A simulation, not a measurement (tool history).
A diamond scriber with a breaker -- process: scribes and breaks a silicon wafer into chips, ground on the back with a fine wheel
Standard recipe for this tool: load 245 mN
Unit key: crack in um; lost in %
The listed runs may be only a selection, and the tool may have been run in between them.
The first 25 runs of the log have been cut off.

run	hour	load	wafers since the last listed run	hours since the diamond tip was replaced	hours since the load on the tip was calibrated	incoming depth of the damage left on the back of the incoming wafer, um	crack	lost
26	1298.9	291	31	191.3	719.9	2.31	13.04	1.47
27	1352.4	197	60	244.8	773.4	1.67	9.48	10.42
28	1380.4	260	31	272.8	801.4	2.80	11.86	2.36
29	1431.9	177	58	324.3	852.9	1.79	8.78	19.71
30	1460.0	245	31	352.4	881.0	2.29	10.92	3.67
31	1486.5	203	30	378.9	907.5	2.50	9.66	11.59
32	1520.9	218	38	413.3	941.9	2.54	10.34	8.91
33	1576.1	281	62	468.5	997.1	1.95	12.15	1.22
# hour 1622.6: diamond tip replaced by a new one
34	1643.3	245	73	20.7	1064.3	2.35	11.30	3.88
35	1685.3	245	47	62.7	1106.3	2.40	10.91	4.09
36	1753.8	315	77	131.2	1174.8	1.85	13.39	1.53

What if the next run were any one of these 4? Each begins from the tool's condition after run 36:
A	1754.5	175	0	131.9	1175.5	2.60	?	?
B	1754.5	194	0	131.9	1175.5	2.60	?	?
C	1754.5	301	0	131.9	1175.5	2.60	?	?
D	1754.5	284	0	131.9	1175.5	2.60	?	?

run	crack	lost
A	8.47	23.40
B	9.18	16.13
C	12.78	1.44
D	12.24	1.58
Had the tool no hidden state, the same runs would have come out as:
run	crack	lost
A	9.70	11.80
B	10.51	6.60
C	14.62	4.66
D	14.01	3.06

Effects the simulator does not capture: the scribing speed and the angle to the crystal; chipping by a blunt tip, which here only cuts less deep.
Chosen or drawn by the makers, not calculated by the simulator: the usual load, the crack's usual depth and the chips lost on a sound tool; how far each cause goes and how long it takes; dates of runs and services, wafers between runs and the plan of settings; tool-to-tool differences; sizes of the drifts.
